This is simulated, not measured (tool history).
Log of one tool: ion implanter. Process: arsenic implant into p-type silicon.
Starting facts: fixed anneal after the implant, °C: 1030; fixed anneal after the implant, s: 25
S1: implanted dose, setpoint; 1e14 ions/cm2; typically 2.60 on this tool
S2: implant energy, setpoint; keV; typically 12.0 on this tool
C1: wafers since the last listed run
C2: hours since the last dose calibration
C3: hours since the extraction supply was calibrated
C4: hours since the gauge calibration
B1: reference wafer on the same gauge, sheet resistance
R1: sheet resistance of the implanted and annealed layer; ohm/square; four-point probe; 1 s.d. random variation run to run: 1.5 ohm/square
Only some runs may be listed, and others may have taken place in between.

run	hour	S1	S2	C1	C2	C3	C4	B1	R1
1	0.0	2.60	12.0	0	366.8	4315.5	148.9	397.42	354.24
2	39.7	2.60	12.0	630	406.5	4355.2	188.6	397.10	351.65
3	123.3	2.60	12.0	1327	490.1	4438.8	272.2	396.24	352.22
4	165.2	2.60	12.0	665	532.0	4480.7	314.1	396.09	351.91
5	250.8	2.28	12.0	1359	617.6	4566.3	399.7	395.36	389.96
6	318.2	2.28	12.0	1070	685.0	4633.7	467.1	394.88	389.56
7	360.7	2.38	14.5	674	727.5	4676.2	509.6	395.04	368.67
8	458.7	2.38	14.5	1555	825.5	4774.2	607.6	392.40	368.40
9	773.7	2.60	12.0	5001	1140.5	5089.2	922.6	391.43	346.44
10	861.9	2.97	14.5	1400	1228.7	5177.4	1010.8	391.34	310.81
# hour 902.8: extraction supply calibrated
# hour 950.8: Faraday cup replaced and dose calibrated
11	952.7	2.97	14.5	1187	1.9	49.9	1101.6	391.79	309.63
12	1000.8	2.97	14.5	763	50.0	98.0	1149.7	391.93	310.44
13	1083.6	1.96	12.0	1314	132.8	180.8	1232.5	390.69	432.05
14	1122.5	3.25	8.0	617	171.7	219.7	1271.4	390.76	297.22
15	1203.0	2.24	13.5	1278	252.2	300.2	1351.9	390.44	385.49
16	1280.6	2.86	14.0	1232	329.8	377.8	1429.5	391.59	318.33
# hour 1292.1: gauge calibrated
17	1361.3	2.60	12.0	1281	410.5	458.5	69.2	398.32	357.45
18	1576.2	2.60	12.0	3412	625.4	673.4	284.1	395.45	350.68
19	1682.2	2.39	10.5	1683	731.4	779.4	390.1	393.97	380.48
20	1744.6	3.28	15.5	990	793.8	841.8	452.5	393.91	286.18
21	1788.7	2.60	10.5	700	837.9	885.9	496.6	393.34	351.84
22	1832.2	2.60	11.0	690	881.4	929.4	540.1	393.39	351.10
23	1885.2	1.97	8.5	841	934.4	982.4	593.1	393.25	450.63
24	1922.8	3.20	10.5	596	972.0	1020.0	630.7	393.38	301.01

A few steps of R1 between consecutive runs. Split each: what settings, incoming material and random variation would produce without the hidden state, and what is left over for the hidden state, along with gauge scatter present in only one of the two compared results (measured, and without hidden state):
The tool's hidden condition here consists of: deviation of the true dose from the Faraday cup's reading, %; deviation of the true energy from its setpoint, %; gauge reads high (%).
Run 13 -> 14: S1 1.96 -> 3.25, S2 12.0 -> 8.0. R1 -134.83 ohm/square: hidden state +3.05, all else -137.88.
Run 16 -> 17: S1 2.86 -> 2.60, S2 14.0 -> 12.0, gauge calibrated. R1 +39.12 ohm/square: hidden state +6.48, all else +32.64.
Run 23 -> 24: S1 1.97 -> 3.20, S2 8.5 -> 10.5. R1 -149.62 ohm/square: hidden state +2.39, all else -152.01.
